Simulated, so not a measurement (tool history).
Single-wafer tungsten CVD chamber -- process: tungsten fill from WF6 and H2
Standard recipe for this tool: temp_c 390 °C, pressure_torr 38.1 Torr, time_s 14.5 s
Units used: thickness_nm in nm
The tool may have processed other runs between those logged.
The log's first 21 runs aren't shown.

run,hour,temp_c,pressure_torr,time_s,"read-back reference wafer on the same gauge, thickness_nm",thickness_nm
22,586.6,384,38.1,14.5,34.950,44.274
# hour 600.9: thermocouple changed; heater temperature recalibrated, repeated, since the last time left the tool worse
23,608.0,401,46.0,13.2,35.009,54.081
24,630.6,390,38.1,14.5,35.029,42.551
# hour 649.2: capacitance manometer re-zeroed and calibrated
25,655.6,401,46.0,13.2,35.007,53.973
26,687.3,390,33.7,14.5,35.000,39.570
27,715.9,377,38.1,14.5,34.993,31.788
28,811.4,378,45.1,11.8,35.020,28.938
29,825.3,390,38.1,14.5,34.970,42.602
30,841.3,390,32.2,16.9,35.015,44.795
31,854.1,390,38.1,14.5,34.985,42.310
32,939.5,390,38.1,14.5,35.039,42.485
33,961.7,390,38.1,17.1,35.007,50.556
34,977.6,390,33.7,14.5,35.002,39.532

4 ways to go on from here, each from the tool as it stands after run 34. What would each give?
A,978.0,390,43.8,14.5,?,?
B,978.0,397,38.1,12.2,?,?
C,978.0,395,38.1,14.5,?,?
D,978.0,380,41.0,14.5,?,?

run,"read-back reference wafer on the same gauge, thickness_nm",thickness_nm
A,35.016,46.153
B,35.016,41.785
C,35.016,47.625
D,35.016,35.501
Take away the tool's hidden state, keep each run's random variation, and the runs would have read:
run,thickness_nm
A,45.906
B,41.567
C,47.375
D,35.298
